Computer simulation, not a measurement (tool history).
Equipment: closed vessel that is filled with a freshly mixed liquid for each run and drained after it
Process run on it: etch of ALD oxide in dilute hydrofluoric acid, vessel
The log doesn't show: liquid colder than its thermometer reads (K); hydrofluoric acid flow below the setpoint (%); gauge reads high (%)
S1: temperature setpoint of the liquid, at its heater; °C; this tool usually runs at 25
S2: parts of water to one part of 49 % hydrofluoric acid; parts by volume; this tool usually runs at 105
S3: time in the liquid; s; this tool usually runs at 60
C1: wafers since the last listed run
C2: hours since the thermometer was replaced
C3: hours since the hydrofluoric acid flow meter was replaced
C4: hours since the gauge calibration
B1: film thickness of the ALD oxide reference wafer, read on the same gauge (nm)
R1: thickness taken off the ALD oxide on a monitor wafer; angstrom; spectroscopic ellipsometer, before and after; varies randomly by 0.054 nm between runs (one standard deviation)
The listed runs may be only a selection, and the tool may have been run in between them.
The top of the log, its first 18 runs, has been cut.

run,hour,S1,S2,S3,C1,C2,C3,C4,B1,R1
19,1324.4,25,145,85,4139,763,123.9,716.8,59.96,140.5
20,1423,23,135,75,7147,861.6,222.5,815.4,60.02,124.5
21,1467.5,21.5,125,60,3225,906.1,267,859.9,60,102.6
22,1560.4,21.5,125,60,6734,999,359.9,952.8,60,102.4
23,1620.5,22,145,75,4356,1059.1,420,1012.9,59.99,110.7
24,1679.4,22,135,60,4269,1118,478.9,1071.8,60.03,95.7
25,1741.4,25,105,75,4494,1180,540.9,1133.8,59.99,179.6
26,1821.4,25,80,60,5799,1260,620.9,1213.8,60,194.6
# hour 1889.5: hydrofluoric acid flow meter replaced
27,1909.1,28,130,75,6284,1347.7,19.6,1301.5,60.02,158
28,1990.1,22.5,75,75,5871,1428.7,100.6,1382.5,60,237.1
29,2034.3,25,135,60,3204,1472.9,144.8,1426.7,60,107.6
30,2098.4,25,125,60,4646,1537,208.9,1490.8,59.99,118.3
31,2139.3,25,105,60,2964,1577.9,249.8,1531.7,60.02,144
32,2195,25,105,60,4037,1633.6,305.5,1587.4,60.01,143.9
33,2251.1,25,105,60,4066,1689.7,361.6,1643.5,60,144.3

Consider 5 possible next runs. They are alternatives, not a sequence: every one starts from the tool as it was left by run 33. What does each give?
A,2251.8,25,105,60,50,1690.4,362.3,1644.2,?,?
B,2251.8,25,60,60,50,1690.4,362.3,1644.2,?,?
C,2251.8,28,75,95,50,1690.4,362.3,1644.2,?,?
D,2251.8,30,105,80,50,1690.4,362.3,1644.2,?,?
E,2251.8,23.5,105,80,50,1690.4,362.3,1644.2,?,?

run,B1,R1
A,59.97,143.1
B,59.97,265.4
C,59.97,371.1
D,59.97,231
E,59.97,179.8
With no hidden state in the tool, these same runs would have given:
run,R1
A,143.1
B,265.4
C,371.1
D,231
E,179.8

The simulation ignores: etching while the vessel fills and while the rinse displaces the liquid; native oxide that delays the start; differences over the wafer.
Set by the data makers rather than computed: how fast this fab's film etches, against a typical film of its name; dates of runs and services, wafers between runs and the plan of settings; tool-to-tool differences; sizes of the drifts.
